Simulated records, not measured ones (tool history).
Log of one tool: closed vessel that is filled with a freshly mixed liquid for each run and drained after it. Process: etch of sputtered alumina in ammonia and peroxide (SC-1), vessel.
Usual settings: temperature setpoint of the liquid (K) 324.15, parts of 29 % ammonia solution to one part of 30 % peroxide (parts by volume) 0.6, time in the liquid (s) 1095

run    hour  temperature setpoint of the liquid (K)  parts of 29 % ammonia solution to one part of 30 % peroxide (parts by volume)  time in the liquid (s)  wafers since the last listed run  hours since the thermometer was replaced  hours since the ammonia flow meter was replaced  hours since the drum of ammonia solution was connected  hours since the gauge calibration  read-back film thickness of the sputtered alumina reference wafer, read on the same gauge (nm)  thickness taken off the sputtered alumina on a monitor wafer (Å)
  1       0                                  324.15                                                                            0.6                    1095                                 0                                    1017.3                                           1281.1                                                    67.5                               1883                                                                                            74.2                                                             413.6
       13.4  -- thermometer replaced
  2    52.9                                  324.15                                                                            0.6                    1095                              3060                                      39.5                                             1334                                                   120.4                             1935.9                                                                                           74.26                                                             408.5
      132.7  -- ammonia flow meter replaced
  3     141                                  324.15                                                                            0.6                     855                              5135                                     127.6                                              8.3                                                   208.5                               2024                                                                                           74.32                                                             324.7
  4   369.5                                  324.15                                                                            0.6                     855                             13472                                     356.1                                            236.8                                                     437                             2252.5                                                                                           74.42                                                             321.7
      455.6  -- new drum of ammonia solution connected
  5     466                                  324.15                                                                            0.6                     855                              5630                                     452.6                                            333.3                                                    10.4                               2349                                                                                           74.45                                                             319.9
  6   535.2                                  324.15                                                                            0.6                    1095                              4080                                     521.8                                            402.5                                                    79.6                             2418.2                                                                                           74.46                                                             409.5
      589.8  -- gauge calibrated
  7   593.1                                  324.15                                                                            0.6                    1095                              3413                                     579.7                                            460.4                                                   137.5                                3.3                                                                                           70.53                                                               390
  8   698.9                                  324.15                                                                            0.6                    1095                              6238                                     685.5                                            566.2                                                   243.3                              109.1                                                                                           71.01                                                             392.6
  9   773.8                                  324.15                                                                            0.6                    1095                              4416                                     760.4                                            641.1                                                   318.2                                184                                                                                           71.31                                                             401.9
 10   864.8                                  324.15                                                                            0.6                    1095                              5365                                     851.4                                            732.1                                                   409.2                                275                                                                                           71.61                                                             397.2
 11   928.2                                  324.15                                                                            0.6                    1095                              3738                                     914.8                                            795.5                                                   472.6                              338.4                                                                                           71.84                                                             401.6
      971.9  -- new drum of ammonia solution connected
 12  1001.2                                  324.15                                                                            0.6                    1095                              4245                                     987.8                                            868.5                                                    29.3                              411.4                                                                                           72.06                                                             397.4
     1027.4  -- thermometer replaced
 13  1061.7                                  329.15                                                                            0.8                    1565                              3508                                      34.3                                              929                                                    89.8                              471.9                                                                                           72.27                                                             767.4
 14  1117.3                                  324.15                                                                            0.6                    1095                              3278                                      89.9                                            984.6                                                   145.4                              527.5                                                                                           72.42                                                             401.8
 15  1156.2                                  321.15                                                                            0.6                    1095                              2293                                     128.8                                           1023.5                                                   184.3                              566.4                                                                                            72.5                                                             339.2
 16  1206.8                                  319.65                                                                            0.9                    1095                              2983                                     179.4                                           1074.1                                                   234.9                                617                                                                                           72.63                                                             327.6
 17  1306.5                                  315.15                                                                            0.5                    1395                              5878                                     279.1                                           1173.8                                                   334.6                              716.7                                                                                           72.87                                                             303.9
     1428.7  -- ammonia flow meter replaced
 18  1593.6                                  324.15                                                                            0.6                    1095                             16868                                     566.2                                            164.9                                                   621.7                             1003.8                                                                                           73.41                                                             404.5

Forecast run 19:
     1611.8  -- new drum of ammonia solution connected
 19  1653                                  324.15                                                                           0.85                    1645                              3443                                     625.6                                            224.3                                                    41.2                             1063.2                                                                                               ?                                                                 ?

Run 19 gave read-back film thickness of the sputtered alumina reference wafer, read on the same gauge (nm) 73.49, thickness taken off the sputtered alumina on a monitor wafer (Å) 633.2.
Without the tool's hidden state the same run would have given thickness taken off the sputtered alumina on a monitor wafer (Å) 603.1.
